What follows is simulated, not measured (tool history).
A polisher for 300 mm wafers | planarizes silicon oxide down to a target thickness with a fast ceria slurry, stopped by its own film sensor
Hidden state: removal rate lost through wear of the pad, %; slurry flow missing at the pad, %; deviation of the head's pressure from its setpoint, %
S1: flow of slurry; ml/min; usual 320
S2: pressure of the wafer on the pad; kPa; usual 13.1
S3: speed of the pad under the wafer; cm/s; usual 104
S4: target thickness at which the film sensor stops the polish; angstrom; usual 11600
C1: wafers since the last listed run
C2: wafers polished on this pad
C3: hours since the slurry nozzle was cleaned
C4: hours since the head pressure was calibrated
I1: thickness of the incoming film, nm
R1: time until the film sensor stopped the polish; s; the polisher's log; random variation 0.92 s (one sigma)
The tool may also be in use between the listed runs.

| run | hour | S1 | S2 | S3 | S4 | C1 | C2 | C3 | C4 | I1 | R1 |
|---|---|---|---|---|---|---|---|---|---|---|---|
| 1 | 0.0 | 320 | 13.1 | 104 | 12110 | 0 | 999 | 356.1 | 133.9 | 1882.4 | 73.9 |
| 2 | 63.4 | 235 | 13.1 | 104 | 11600 | 845 | 1844 | 419.5 | 197.3 | 1837.3 | 76.9 |
|  | 83.1 | slurry nozzle cleaned |
| 3 | 130.2 | 235 | 13.1 | 104 | 11600 | 877 | 2721 | 47.1 | 264.1 | 1877.4 | 80.9 |
|  | 135.6 | worn pad replaced by a new one |
| 4 | 180.1 | 235 | 13.1 | 104 | 11600 | 611 | 593 | 97.0 | 314.0 | 1876.9 | 80.5 |
| 5 | 280.4 | 280 | 13.1 | 78 | 11600 | 1336 | 1930 | 197.3 | 414.3 | 1843.2 | 104.2 |
|  | 363.8 | worn pad replaced by a new one |
| 6 | 370.6 | 280 | 13.1 | 78 | 11600 | 1148 | 90 | 287.5 | 504.5 | 1816.4 | 104.0 |
| 7 | 412.6 | 280 | 13.1 | 78 | 11600 | 559 | 650 | 329.5 | 546.5 | 1832.4 | 104.5 |
| 8 | 502.7 | 320 | 13.1 | 104 | 11600 | 1200 | 1850 | 419.6 | 636.6 | 1838.9 | 81.1 |
|  | 573.3 | slurry nozzle cleaned |
| 9 | 586.0 | 320 | 13.1 | 104 | 11600 | 1096 | 2947 | 12.7 | 719.9 | 1841.2 | 82.6 |
|  | 590.1 | worn pad replaced by a new one |
| 10 | 639.3 | 220 | 13.1 | 104 | 13690 | 657 | 655 | 66.0 | 773.2 | 1858.8 | 61.8 |
|  | 681.1 | head pressure recalibrated |
| 11 | 741.3 | 280 | 11.0 | 104 | 11600 | 1332 | 1987 | 168.0 | 60.2 | 1802.6 | 82.6 |
|  | 823.7 | worn pad replaced by a new one |
| 12 | 827.4 | 320 | 13.1 | 90 | 11600 | 1094 | 49 | 254.1 | 146.3 | 1839.5 | 87.0 |
| 13 | 878.6 | 320 | 13.1 | 120 | 11600 | 682 | 731 | 305.3 | 197.5 | 1838.9 | 65.2 |
| 14 | 920.3 | 390 | 13.1 | 104 | 11600 | 555 | 1287 | 347.0 | 239.2 | 1837.8 | 74.4 |
| 15 | 979.4 | 320 | 13.1 | 132 | 12260 | 787 | 2075 | 406.1 | 298.3 | 1860.2 | 56.6 |
|  | 1025.5 | worn pad replaced by a new one |
| 16 | 1067.5 | 320 | 13.1 | 104 | 9830 | 1120 | 559 | 494.2 | 386.4 | 1838.3 | 96.9 |
|  | 1158.0 | slurry nozzle cleaned |
| 17 | 1165.4 | 320 | 13.1 | 104 | 12730 | 1291 | 1850 | 7.4 | 484.3 | 1828.9 | 63.6 |

Forecast each of these 5 alternatives for the next run:
| A | 1165.8 | 320 | 13.1 | 104 | 11600 | 5 | 1856 | 7.8 | 484.7 | 1857.4 | ? |
| B | 1165.8 | 385 | 10.3 | 124 | 12630 | 5 | 1856 | 7.8 | 484.7 | 1857.4 | ? |
| C | 1165.8 | 350 | 15.2 | 114 | 11600 | 5 | 1856 | 7.8 | 484.7 | 1857.4 | ? |
| D | 1165.8 | 320 | 15.9 | 136 | 10070 | 5 | 1856 | 7.8 | 484.7 | 1857.4 | ? |
| E | 1165.8 | 350 | 13.1 | 104 | 12350 | 5 | 1856 | 7.8 | 484.7 | 1857.4 | ? |

| run | R1 |
|---|---|
| A | 79.8 |
| B | 68.5 |
| C | 64.0 |
| D | 63.3 |
| E | 70.9 |
Without the tool's hidden state the same runs would have given:
| run | R1 |
|---|---|
| A | 76.9 |
| B | 66.0 |
| C | 61.7 |
| D | 61.0 |
| E | 68.3 |
